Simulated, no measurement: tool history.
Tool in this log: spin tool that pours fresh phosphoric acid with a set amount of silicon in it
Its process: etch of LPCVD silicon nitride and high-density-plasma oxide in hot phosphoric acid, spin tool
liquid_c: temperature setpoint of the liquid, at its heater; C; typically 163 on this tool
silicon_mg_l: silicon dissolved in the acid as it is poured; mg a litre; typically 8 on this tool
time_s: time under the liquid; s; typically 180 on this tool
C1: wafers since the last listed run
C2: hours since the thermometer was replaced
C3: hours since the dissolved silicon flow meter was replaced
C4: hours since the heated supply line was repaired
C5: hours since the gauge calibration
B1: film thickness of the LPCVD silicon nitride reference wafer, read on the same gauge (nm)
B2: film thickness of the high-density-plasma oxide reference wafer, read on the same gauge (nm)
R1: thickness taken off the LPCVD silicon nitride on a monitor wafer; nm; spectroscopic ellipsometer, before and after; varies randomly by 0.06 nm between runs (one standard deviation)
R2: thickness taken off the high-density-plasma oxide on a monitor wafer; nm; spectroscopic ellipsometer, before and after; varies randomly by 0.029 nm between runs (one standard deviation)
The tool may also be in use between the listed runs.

run 1 hour=0 | liquid_c=163 silicon_mg_l=8 time_s=180 | C1=0 C2=124.4 C3=480.7 C4=395.9 C5=461.9 | B1=70 B2=90.007 | R1=18.24 R2=1.024
run 2 hour=33.5 | liquid_c=163 silicon_mg_l=8 time_s=180 | C1=162 C2=157.9 C3=514.2 C4=429.4 C5=495.4 | B1=70 B2=89.967 | R1=18.2 R2=1.061
run 3 hour=81.1 | liquid_c=163 silicon_mg_l=8 time_s=180 | C1=230 C2=205.5 C3=561.8 C4=477 C5=543 | B1=69.99 B2=90.023 | R1=18.29 R2=1.027
run 4 hour=148.5 | liquid_c=162 silicon_mg_l=8 time_s=180 | C1=326 C2=272.9 C3=629.2 C4=544.4 C5=610.4 | B1=69.98 B2=89.937 | R1=17.6 R2=0.986
run 5 hour=218.4 | liquid_c=162 silicon_mg_l=8 time_s=180 | C1=338 C2=342.8 C3=699.1 C4=614.3 C5=680.3 | B1=69.96 B2=90.049 | R1=17.75 R2=0.962
-- hour=234.4 dissolved silicon flow meter replaced
run 6 hour=261.7 | liquid_c=165 silicon_mg_l=10 time_s=180 | C1=204 C2=386.1 C3=27.3 C4=657.6 C5=723.6 | B1=69.98 B2=89.97 | R1=19.59 R2=1.111
run 7 hour=326.5 | liquid_c=163 silicon_mg_l=8 time_s=250 | C1=313 C2=450.9 C3=92.1 C4=722.4 C5=788.4 | B1=69.98 B2=89.978 | R1=25.64 R2=1.507
run 8 hour=378.8 | liquid_c=163 silicon_mg_l=12.5 time_s=140 | C1=253 C2=503.2 C3=144.4 C4=774.7 C5=840.7 | B1=70.04 B2=89.983 | R1=14.36 R2=0.713
run 9 hour=442.8 | liquid_c=161 silicon_mg_l=8 time_s=180 | C1=309 C2=567.2 C3=208.4 C4=838.7 C5=904.7 | B1=70.01 B2=90.013 | R1=17.41 R2=0.984
run 10 hour=507.4 | liquid_c=161 silicon_mg_l=8 time_s=180 | C1=312 C2=631.8 C3=273 C4=903.3 C5=969.3 | B1=69.95 B2=90.021 | R1=17.36 R2=0.977
run 11 hour=545.9 | liquid_c=162 silicon_mg_l=8 time_s=235 | C1=186 C2=670.3 C3=311.5 C4=941.8 C5=1007.8 | B1=69.98 B2=90.008 | R1=23.63 R2=1.27
run 12 hour=571.3 | liquid_c=165 silicon_mg_l=10 time_s=180 | C1=122 C2=695.7 C3=336.9 C4=967.2 C5=1033.2 | B1=70.02 B2=90.012 | R1=19.84 R2=1.219
-- hour=577.2 heated supply line repaired
-- hour=588.8 thermometer replaced
run 13 hour=618.8 | liquid_c=165 silicon_mg_l=8 time_s=180 | C1=220 C2=30 C3=384.4 C4=41.6 C5=1080.7 | B1=70 B2=90.014 | R1=20.25 R2=1.218
run 14 hour=684.4 | liquid_c=163 silicon_mg_l=5 time_s=180 | C1=317 C2=95.6 C3=450 C4=107.2 C5=1146.3 | B1=70 B2=90.058 | R1=19.16 R2=1.213
run 15 hour=722.5 | liquid_c=164.5 silicon_mg_l=5.5 time_s=150 | C1=184 C2=133.7 C3=488.1 C4=145.3 C5=1184.4 | B1=70.04 B2=89.96 | R1=16.59 R2=1.12
-- hour=738.2 thermometer replaced, repeated, since the last time left the tool worse
run 16 hour=787.7 | liquid_c=163 silicon_mg_l=14 time_s=180 | C1=310 C2=49.5 C3=553.3 C4=210.5 C5=1249.6 | B1=70 B2=90.02 | R1=18.12 R2=0.893
-- hour=840.5 gauge calibrated
-- hour=876.1 dissolved silicon flow meter replaced
run 17 hour=943.3 | liquid_c=160 silicon_mg_l=6 time_s=270 | C1=747 C2=205.1 C3=67.2 C4=366.1 C5=102.8 | B1=70 B2=89.983 | R1=24.79 R2=1.261
run 18 hour=1004.2 | liquid_c=163 silicon_mg_l=8 time_s=240 | C1=294 C2=266 C3=128.1 C4=427 C5=163.7 | B1=70 B2=90.022 | R1=24.4 R2=1.393
run 19 hour=1031.4 | liquid_c=163 silicon_mg_l=8 time_s=180 | C1=131 C2=293.2 C3=155.3 C4=454.2 C5=190.9 | B1=70.01 B2=89.978 | R1=18.29 R2=0.996
run 20 hour=1090.2 | liquid_c=163 silicon_mg_l=11 time_s=180 | C1=284 C2=352 C3=214.1 C4=513 C5=249.7 | B1=69.98 B2=89.99 | R1=18.44 R2=1.005
run 21 hour=1123.7 | liquid_c=160 silicon_mg_l=2.5 time_s=105 | C1=162 C2=385.5 C3=247.6 C4=546.5 C5=283.2 | B1=69.97 B2=89.97 | R1=9.69 R2=0.56

Here are 4 independent what-if runs from the current tool condition. What would each one return?
run A hour=1124.2 | liquid_c=163 silicon_mg_l=6 time_s=180 | C1=2 C2=386 C3=248.1 C4=547 C5=283.7 | B1=? B2=? | R1=? R2=?
run B hour=1124.2 | liquid_c=163 silicon_mg_l=8 time_s=135 | C1=2 C2=386 C3=248.1 C4=547 C5=283.7 | B1=? B2=? | R1=? R2=?
run C hour=1124.2 | liquid_c=164.5 silicon_mg_l=11 time_s=115 | C1=2 C2=386 C3=248.1 C4=547 C5=283.7 | B1=? B2=? | R1=? R2=?
run D hour=1124.2 | liquid_c=165.5 silicon_mg_l=8 time_s=180 | C1=2 C2=386 C3=248.1 C4=547 C5=283.7 | B1=? B2=? | R1=? R2=?

run=A B1=69.98 B2=89.96 R1=18.38 R2=1.089
run=B B1=69.98 B2=89.96 R1=13.78 R2=0.783
run=C B1=69.98 B2=89.96 R1=12.34 R2=0.697
run=D B1=69.98 B2=89.96 R1=19.95 R2=1.252
The same runs, with their run-to-run variation unchanged, on a tool lacking any hidden condition would have given:
run=A R1=18 R2=1.041
run=B R1=13.5 R2=0.749
run=C R1=12.09 R2=0.666
run=D R1=19.55 R2=1.197
